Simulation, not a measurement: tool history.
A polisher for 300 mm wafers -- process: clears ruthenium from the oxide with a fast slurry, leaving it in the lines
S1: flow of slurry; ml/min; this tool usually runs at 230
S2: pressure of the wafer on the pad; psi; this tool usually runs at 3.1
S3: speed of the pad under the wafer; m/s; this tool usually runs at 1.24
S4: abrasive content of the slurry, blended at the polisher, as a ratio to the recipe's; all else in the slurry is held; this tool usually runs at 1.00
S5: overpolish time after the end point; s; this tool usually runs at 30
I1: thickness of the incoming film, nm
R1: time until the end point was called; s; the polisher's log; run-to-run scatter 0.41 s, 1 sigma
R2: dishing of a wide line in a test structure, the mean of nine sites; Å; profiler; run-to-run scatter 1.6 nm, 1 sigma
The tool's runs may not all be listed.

run    hour   S1   S2    S3    S4  S5     I1    R1    R2
  1     0.0  295  3.1  1.24  1.00  30  160.4  26.3  1127
       35.2  -- head pressure recalibrated
  2    58.7  230  3.1  1.24  1.00  30  159.2  26.6  1091
  3   105.8  230  3.1  1.24  1.00  30  160.7  27.5  1108
      141.7  -- slurry blender recalibrated
  4   197.3  230  3.1  1.24  0.80  30  160.5  29.4  1048
      261.5  -- slurry nozzle cleaned
  5   305.1  230  3.1  1.24  0.80  30  159.7  30.1  1043
  6   356.9  230  3.1  1.58  1.10  30  160.0  23.5  1242
      399.3  -- worn pad replaced by a new one
  7   464.6  230  3.1  1.58  1.10  30  159.0  22.5  1290
  8   541.7  230  3.4  1.24  0.90  30  159.9  25.3  1173
  9   633.7  230  3.1  1.24  1.00  30  160.7  28.1  1111
      647.6  -- slurry blender recalibrated
 10   697.4  230  3.1  1.24  0.75  30  161.8  31.6  1020
 11   743.3  180  3.1  1.24  1.25  30  158.3  27.1  1120
      775.3  -- slurry nozzle cleaned
 12   788.7  230  3.1  1.24  1.00  30  158.9  27.7  1070
 13   865.5  230  3.1  1.24  1.15  30  162.4  28.5  1110
      892.9  -- head pressure recalibrated
 14   909.0  230  3.1  1.50  1.00  30  159.8  25.1  1145
      980.6  -- worn pad replaced by a new one
 15   986.9  300  3.1  1.24  1.00  30  160.7  26.7  1141
 16  1075.5  180  3.1  1.24  1.00  30  158.6  28.1  1063
 17  1155.8  255  2.1  1.52  1.00  30  159.7  33.9   948
 18  1224.7  230  3.1  1.24  0.75  30  159.1  29.9  1042
     1264.9  -- slurry blender recalibrated
 19  1324.9  230  3.1  1.24  1.00  30  160.3  28.0  1104
     1333.3  -- slurry nozzle cleaned
 20  1400.9  180  3.1  1.24  1.25  30  159.1  27.3  1133
     1488.9  -- worn pad replaced by a new one
 21  1507.4  230  3.1  1.24  0.70  30  157.1  29.4  1042
 22  1597.6  250  3.1  1.24  1.00  30  156.2  26.0  1132
 23  1698.6  230  3.1  1.24  1.00  30  161.9  27.1  1125
 24  1749.4  230  3.1  1.24  1.00  30  159.0  27.3  1081
 25  1787.7  230  2.1  1.24  1.00  30  159.1  40.6   830
     1790.1  -- head pressure recalibrated
 26  1861.0  185  3.6  1.24  1.00  46  159.8  25.0  1570
     1882.0  -- slurry nozzle cleaned
     1907.7  -- slurry blender recalibrated
 27  1914.2  230  3.1  1.24  0.80  39  160.7  29.8  1247
 28  1971.1  230  3.1  1.42  1.00  30  161.6  25.5  1150

Forecast each of these 4 alternatives for the next run:
  A  1971.5  230  3.1  1.24  1.00  30  159.6   ?   ?
  B  1971.5  195  3.1  1.24  0.80  30  159.6   ?   ?
  C  1971.5  205  2.5  1.24  1.00  30  159.6   ?   ?
  D  1971.5  230  3.8  1.04  0.75  48  159.6   ?   ?

run    R1    R2
  A  27.8  1096
  B  30.3  1029
  C  35.0   925
  D  28.0  1473
Without the tool's unlogged condition, the same runs would have read:
run    R1    R2
  A  26.6  1130
  B  29.0  1063
  C  33.5   957
  D  26.8  1509
